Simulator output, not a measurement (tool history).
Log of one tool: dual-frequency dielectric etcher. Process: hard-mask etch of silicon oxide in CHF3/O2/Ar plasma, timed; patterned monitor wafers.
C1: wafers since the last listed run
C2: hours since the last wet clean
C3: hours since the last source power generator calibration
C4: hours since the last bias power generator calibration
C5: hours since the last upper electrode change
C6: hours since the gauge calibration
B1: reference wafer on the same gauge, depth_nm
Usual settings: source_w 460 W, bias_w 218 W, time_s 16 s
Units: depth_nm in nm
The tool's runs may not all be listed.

{"run": 1, "day": 0.0, "source_w": 500, "bias_w": 218, "time_s": 16, "C1": 0, "C2": 311.3, "C3": 1459.1, "C4": 1920.6, "C5": 3925.4, "C6": 1080.2, "B1": 29.53, "depth_nm": 31.21}
{"run": 2, "day": 3.029, "source_w": 500, "bias_w": 218, "time_s": 16, "C1": 1345, "C2": 384, "C3": 1531.8, "C4": 1993.3, "C5": 3998.1, "C6": 1152.9, "B1": 29.53, "depth_nm": 31.17}
{"day": 4.275, "done": "source power generator calibrated"}
{"day": 6.0, "done": "wet clean of the chamber"}
{"run": 3, "day": 6.021, "source_w": 460, "bias_w": 218, "time_s": 18.5, "C1": 810, "C2": 0.5, "C3": 41.9, "C4": 2065.1, "C5": 4069.9, "C6": 1224.7, "B1": 29.51, "depth_nm": 34.45}
{"run": 4, "day": 8.008, "source_w": 460, "bias_w": 218, "time_s": 18.5, "C1": 882, "C2": 48.2, "C3": 89.6, "C4": 2112.8, "C5": 4117.6, "C6": 1272.4, "B1": 29.48, "depth_nm": 34.47}
{"run": 5, "day": 11.233, "source_w": 460, "bias_w": 218, "time_s": 16, "C1": 1431, "C2": 125.6, "C3": 167, "C4": 2190.2, "C5": 4195, "C6": 1349.8, "B1": 29.49, "depth_nm": 29.83}
{"run": 6, "day": 14.617, "source_w": 460, "bias_w": 218, "time_s": 16, "C1": 1502, "C2": 206.8, "C3": 248.2, "C4": 2271.4, "C5": 4276.2, "C6": 1431, "B1": 29.49, "depth_nm": 29.76}
{"run": 7, "day": 16.271, "source_w": 460, "bias_w": 218, "time_s": 16, "C1": 734, "C2": 246.5, "C3": 287.9, "C4": 2311.1, "C5": 4315.9, "C6": 1470.7, "B1": 29.49, "depth_nm": 29.78}
{"run": 8, "day": 19.092, "source_w": 500, "bias_w": 218, "time_s": 12.5, "C1": 1252, "C2": 314.2, "C3": 355.6, "C4": 2378.8, "C5": 4383.6, "C6": 1538.4, "B1": 29.5, "depth_nm": 24.46}
{"run": 9, "day": 23.583, "source_w": 500, "bias_w": 218, "time_s": 12.5, "C1": 1994, "C2": 422, "C3": 463.4, "C4": 2486.6, "C5": 4491.4, "C6": 1646.2, "B1": 29.51, "depth_nm": 24.45}
{"day": 26.071, "done": "wet clean of the chamber"}
{"run": 10, "day": 27.688, "source_w": 500, "bias_w": 218, "time_s": 12.5, "C1": 1378, "C2": 38.8, "C3": 561.9, "C4": 2585.1, "C5": 4589.9, "C6": 1744.7, "B1": 29.48, "depth_nm": 24.41}
{"run": 11, "day": 29.438, "source_w": 460, "bias_w": 218, "time_s": 16, "C1": 777, "C2": 80.8, "C3": 603.9, "C4": 2627.1, "C5": 4631.9, "C6": 1786.7, "B1": 29.47, "depth_nm": 29.97}
{"run": 12, "day": 31.396, "source_w": 460, "bias_w": 218, "time_s": 16, "C1": 869, "C2": 127.8, "C3": 650.9, "C4": 2674.1, "C5": 4678.9, "C6": 1833.7, "B1": 29.49, "depth_nm": 30.02}
{"run": 13, "day": 34.554, "source_w": 460, "bias_w": 218, "time_s": 16, "C1": 1402, "C2": 203.6, "C3": 726.7, "C4": 2749.9, "C5": 4754.7, "C6": 1909.5, "B1": 29.51, "depth_nm": 29.8}
{"day": 36.092, "done": "gauge calibrated"}
{"run": 14, "day": 36.892, "source_w": 460, "bias_w": 218, "time_s": 16, "C1": 1037, "C2": 259.7, "C3": 782.8, "C4": 2806, "C5": 4810.8, "C6": 19.2, "B1": 29.47, "depth_nm": 29.91}
{"run": 15, "day": 38.808, "source_w": 540, "bias_w": 260, "time_s": 21, "C1": 851, "C2": 305.7, "C3": 828.8, "C4": 2852, "C5": 4856.8, "C6": 65.2, "B1": 29.5, "depth_nm": 46.35}
{"run": 16, "day": 40.754, "source_w": 460, "bias_w": 218, "time_s": 16, "C1": 864, "C2": 352.4, "C3": 875.5, "C4": 2898.7, "C5": 4903.5, "C6": 111.9, "B1": 29.53, "depth_nm": 29.82}
{"run": 17, "day": 43.621, "source_w": 460, "bias_w": 218, "time_s": 16, "C1": 1272, "C2": 421.2, "C3": 944.3, "C4": 2967.5, "C5": 4972.3, "C6": 180.7, "B1": 29.5, "depth_nm": 29.84}
{"day": 46.104, "done": "wet clean of the chamber"}
{"run": 18, "day": 47.142, "source_w": 560, "bias_w": 166, "time_s": 20, "C1": 1119, "C2": 24.9, "C3": 1028.8, "C4": 3052, "C5": 5056.8, "C6": 265.2, "B1": 29.49, "depth_nm": 37.12}
{"run": 19, "day": 51.512, "source_w": 460, "bias_w": 218, "time_s": 16, "C1": 1940, "C2": 129.8, "C3": 1133.7, "C4": 3156.9, "C5": 5161.7, "C6": 370.1, "B1": 29.48, "depth_nm": 29.84}
{"day": 55.2, "done": "upper electrode replaced"}
{"run": 20, "day": 55.221, "source_w": 460, "bias_w": 179, "time_s": 12.5, "C1": 1202, "C2": 218.8, "C3": 1222.7, "C4": 3245.9, "C5": 0.5, "C6": 459.1, "B1": 29.47, "depth_nm": 21.43}
{"run": 21, "day": 57.725, "source_w": 460, "bias_w": 218, "time_s": 16, "C1": 1111, "C2": 278.9, "C3": 1282.8, "C4": 3306, "C5": 60.6, "C6": 519.2, "B1": 29.5, "depth_nm": 29.95}
{"run": 22, "day": 60.333, "source_w": 360, "bias_w": 218, "time_s": 12.5, "C1": 1158, "C2": 341.5, "C3": 1345.4, "C4": 3368.6, "C5": 123.2, "C6": 581.8, "B1": 29.49, "depth_nm": 19.91}
{"day": 60.629, "done": "bias power generator calibrated"}
{"day": 62.225, "done": "source power generator calibrated"}
{"day": 64.533, "done": "wet clean of the chamber"}
{"run": 23, "day": 64.554, "source_w": 350, "bias_w": 260, "time_s": 18.5, "C1": 1282, "C2": 0.5, "C3": 55.9, "C4": 94.2, "C5": 224.5, "C6": 683.1, "B1": 29.53, "depth_nm": 30.54}
{"run": 24, "day": 67.646, "source_w": 550, "bias_w": 170, "time_s": 16, "C1": 1372, "C2": 74.7, "C3": 130.1, "C4": 168.4, "C5": 298.7, "C6": 757.3, "B1": 29.51, "depth_nm": 29.26}
{"run": 25, "day": 70.375, "source_w": 570, "bias_w": 218, "time_s": 16, "C1": 1211, "C2": 140.2, "C3": 195.6, "C4": 233.9, "C5": 364.2, "C6": 822.8, "B1": 29.5, "depth_nm": 33.11}
{"run": 26, "day": 73.788, "source_w": 460, "bias_w": 183, "time_s": 17.5, "C1": 1515, "C2": 222.1, "C3": 277.5, "C4": 315.8, "C5": 446.1, "C6": 904.7, "B1": 29.47, "depth_nm": 29.7}
{"run": 27, "day": 76.617, "source_w": 370, "bias_w": 197, "time_s": 14, "C1": 1256, "C2": 290, "C3": 345.4, "C4": 383.7, "C5": 514, "C6": 972.6, "B1": 29.49, "depth_nm": 21.37}
{"run": 28, "day": 79.596, "source_w": 460, "bias_w": 218, "time_s": 16, "C1": 1322, "C2": 361.5, "C3": 416.9, "C4": 455.2, "C5": 585.5, "C6": 1044.1, "B1": 29.48, "depth_nm": 29.36}
{"run": 29, "day": 83.525, "source_w": 410, "bias_w": 218, "time_s": 12.5, "C1": 1744, "C2": 455.8, "C3": 511.2, "C4": 549.5, "C5": 679.8, "C6": 1138.4, "B1": 29.49, "depth_nm": 21.37}

How the hidden state differs across the entries between the runs, from the last listed run before each to the first after it:
Between runs 2 and 3: source power generator calibrated (day 4.275); wet clean of the chamber (day 6)
  bias power that arrives over what is set, %: 4.75 -> 4.81
  measured less the result without the state, depth_nm: +0.61 -> +0.69 nm
Between runs 9 and 10: wet clean of the chamber (day 26.071)
  bias power that arrives over what is set, %: 5.07 -> 5.12
  measured less the result without the state, depth_nm: +0.51 -> +0.51 nm
Between runs 13 and 14: gauge calibrated (day 36.092)
  bias power that arrives over what is set, %: 5.19 -> 5.22
  measured less the result without the state, depth_nm: +0.64 -> +0.64 nm
Between runs 17 and 18: wet clean of the chamber (day 46.104)
  bias power that arrives over what is set, %: 5.27 -> 5.3
  measured less the result without the state, depth_nm: +0.65 -> +0.75 nm
Between runs 19 and 20: upper electrode replaced (day 55.2)
  bias power that arrives over what is set, %: 5.33 -> 5.36
  measured less the result without the state, depth_nm: +0.65 -> +0.45 nm
Between runs 22 and 23: bias power generator calibrated (day 60.629); source power generator calibrated (day 62.225); wet clean of the chamber (day 64.533)
  bias power that arrives over what is set, %: 5.39 -> -0.108
  measured less the result without the state, depth_nm: +0.45 -> -0.02 nm
